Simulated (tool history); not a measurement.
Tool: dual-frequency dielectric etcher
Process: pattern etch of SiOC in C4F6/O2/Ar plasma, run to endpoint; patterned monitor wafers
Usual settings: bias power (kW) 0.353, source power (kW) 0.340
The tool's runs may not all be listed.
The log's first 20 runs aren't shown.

| run | hour | bias power (kW) | source power (kW) | incoming incoming film thickness, nm | endpoint time (s) |
|---|---|---|---|---|---|
| 21 | 1153.1 | 0.353 | 0.340 | 46.62 | 18.2 |
| 22 | 1221.3 | 0.381 | 0.340 | 47.11 | 17.6 |
| 23 | 1284.2 | 0.303 | 0.370 | 46.72 | 18.3 |
| 24 | 1309.8 | 0.353 | 0.340 | 46.68 | 18.1 |
| 25 | 1336.2 | 0.353 | 0.280 | 46.94 | 23.7 |
| 26 | 1408.2 | 0.395 | 0.340 | 47.15 | 17.2 |
| 27 | 1439.2 | 0.353 | 0.390 | 46.53 | 15.9 |
| 28 | 1487.3 | 0.353 | 0.340 | 46.65 | 18.1 |
|  | 1515.0 | wet clean of the chamber |
| 29 | 1542.6 | 0.412 | 0.320 | 46.50 | 17.6 |
| 30 | 1592.0 | 0.290 | 0.340 | 47.00 | 20.8 |
| 31 | 1621.0 | 0.301 | 0.310 | 46.38 | 22.1 |
| 32 | 1656.2 | 0.267 | 0.420 | 46.89 | 17.8 |
| 33 | 1716.6 | 0.323 | 0.340 | 46.96 | 19.3 |
| 34 | 1753.9 | 0.353 | 0.340 | 47.18 | 18.3 |
| 35 | 1816.2 | 0.420 | 0.390 | 47.27 | 14.5 |
| 36 | 1856.4 | 0.302 | 0.370 | 47.67 | 18.8 |

3 ways to go on from here, each from the tool as it stands after run 36. What would each give?
| A | 1856.8 | 0.413 | 0.340 | 46.97 | ? |
| B | 1856.8 | 0.278 | 0.340 | 46.97 | ? |
| C | 1856.8 | 0.405 | 0.300 | 46.97 | ? |

| run | endpoint time (s) |
|---|---|
| A | 16.5 |
| B | 21.1 |
| C | 19.4 |
Without the tool's hidden state the same runs would have given:
| run | endpoint time (s) |
|---|---|
| A | 16.9 |
| B | 21.5 |
| C | 19.9 |

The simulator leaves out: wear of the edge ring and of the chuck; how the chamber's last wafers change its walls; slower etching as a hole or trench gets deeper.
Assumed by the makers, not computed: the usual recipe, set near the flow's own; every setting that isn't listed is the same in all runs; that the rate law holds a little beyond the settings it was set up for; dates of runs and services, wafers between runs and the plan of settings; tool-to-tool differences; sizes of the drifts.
